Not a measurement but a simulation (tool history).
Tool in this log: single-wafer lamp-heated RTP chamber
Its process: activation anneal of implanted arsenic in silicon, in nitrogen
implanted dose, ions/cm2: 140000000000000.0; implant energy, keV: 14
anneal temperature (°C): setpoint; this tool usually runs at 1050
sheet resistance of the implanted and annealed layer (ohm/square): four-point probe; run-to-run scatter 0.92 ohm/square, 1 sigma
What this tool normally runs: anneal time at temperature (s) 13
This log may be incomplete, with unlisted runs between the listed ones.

| run | hour | anneal temperature (°C) | anneal time at temperature (s) | wafers since the last listed run | wafers since the last pyrometer calibration | wafers since the reflector plate was cleaned | hours since the gauge calibration | read-back reference wafer on the same gauge, sheet resistance | sheet resistance of the implanted and annealed layer (ohm/square) |
|---|---|---|---|---|---|---|---|---|---|
| 1 | 0.0 | 1050 | 13 | 0 | 7665 | 6120 | 467.0 | 733.97 | 607.96 |
|  | 26.8 | pyrometer window cleaned and pyrometer calibrated |
| 2 | 27.3 | 1050 | 13 | 274 | 6 | 6395 | 494.3 | 733.68 | 612.35 |
|  | 52.9 | gauge calibrated |
| 3 | 57.2 | 1050 | 13 | 424 | 431 | 6819 | 4.3 | 734.18 | 612.89 |
| 4 | 75.1 | 1050 | 13 | 254 | 685 | 7074 | 22.2 | 734.30 | 612.65 |
| 5 | 93.2 | 1050 | 13 | 257 | 943 | 7331 | 40.3 | 734.09 | 611.55 |
| 6 | 127.6 | 1050 | 13 | 488 | 1431 | 7819 | 74.7 | 734.18 | 610.87 |
| 7 | 155.3 | 1050 | 13 | 393 | 1825 | 8213 | 102.4 | 734.03 | 611.61 |
| 8 | 178.4 | 1050 | 19 | 328 | 2153 | 8541 | 125.5 | 734.10 | 608.31 |
| 9 | 206.9 | 1064 | 16 | 404 | 2558 | 8946 | 154.0 | 734.18 | 605.73 |
| 10 | 223.7 | 1064 | 16 | 238 | 2796 | 9185 | 170.8 | 733.77 | 603.96 |
| 11 | 252.3 | 1064 | 16 | 406 | 3203 | 9591 | 199.4 | 734.27 | 604.06 |
| 12 | 275.9 | 1050 | 13 | 335 | 3538 | 9926 | 223.0 | 734.11 | 611.96 |
| 13 | 305.4 | 1050 | 13 | 419 | 3957 | 10345 | 252.5 | 733.91 | 612.76 |
| 14 | 323.2 | 1050 | 13 | 252 | 4210 | 10598 | 270.3 | 734.32 | 610.95 |
| 15 | 356.0 | 1050 | 13 | 465 | 4676 | 11064 | 303.1 | 734.18 | 611.69 |
| 16 | 373.9 | 1040 | 17 | 254 | 4930 | 11318 | 321.0 | 734.30 | 609.70 |
|  | 401.4 | reflector plate cleaned |
| 17 | 429.5 | 1037 | 11 | 676 | 5606 | 399 | 376.6 | 733.92 | 615.46 |
| 18 | 462.4 | 1050 | 13 | 467 | 6073 | 866 | 409.5 | 733.62 | 612.40 |
| 19 | 474.7 | 1050 | 20 | 174 | 6248 | 1041 | 421.8 | 733.92 | 605.55 |
| 20 | 506.6 | 1050 | 13 | 453 | 6701 | 1494 | 453.7 | 733.88 | 608.69 |
|  | 511.8 | gauge calibrated |
|  | 516.7 | pyrometer window cleaned and pyrometer calibrated |
| 21 | 534.1 | 1050 | 13 | 277 | 247 | 1771 | 22.3 | 733.86 | 612.30 |
| 22 | 596.8 | 1070 | 13 | 890 | 1137 | 2662 | 85.0 | 733.85 | 605.88 |
| 23 | 618.5 | 1039 | 13 | 308 | 1446 | 2970 | 106.7 | 734.33 | 614.10 |
| 24 | 705.8 | 1077 | 15 | 1240 | 2686 | 4210 | 194.0 | 733.65 | 598.98 |
| 25 | 740.6 | 1022 | 16 | 494 | 3180 | 4704 | 228.8 | 734.20 | 615.11 |
| 26 | 775.5 | 1030 | 11 | 495 | 3676 | 5200 | 263.7 | 734.01 | 614.93 |
| 27 | 800.2 | 1037 | 18 | 350 | 4027 | 5551 | 288.4 | 733.73 | 609.33 |
| 28 | 835.5 | 1071 | 13 | 501 | 4528 | 6053 | 323.7 | 733.82 | 604.27 |
| 29 | 848.2 | 1074 | 19 | 180 | 4708 | 6233 | 336.4 | 734.11 | 596.40 |
| 30 | 864.5 | 1037 | 18 | 231 | 4940 | 6464 | 352.7 | 734.25 | 610.02 |
| 31 | 898.3 | 1050 | 8 | 480 | 5420 | 6945 | 386.5 | 734.22 | 614.67 |

Forecast each of these 3 alternatives for the next run:
| A | 898.7 | 1038 | 13 | 5 | 5426 | 6950 | 386.9 | ? | ? |
| B | 898.7 | 1032 | 7 | 5 | 5426 | 6950 | 386.9 | ? | ? |
| C | 898.7 | 1035 | 9 | 5 | 5426 | 6950 | 386.9 | ? | ? |

| run | read-back reference wafer on the same gauge, sheet resistance | sheet resistance of the implanted and annealed layer (ohm/square) |
|---|---|---|
| A | 733.87 | 613.58 |
| B | 733.87 | 619.64 |
| C | 733.87 | 617.43 |
Had the tool no hidden state, the same runs would have come out as:
| run | sheet resistance of the implanted and annealed layer (ohm/square) |
|---|---|
| A | 616.03 |
| B | 621.10 |
| C | 619.22 |
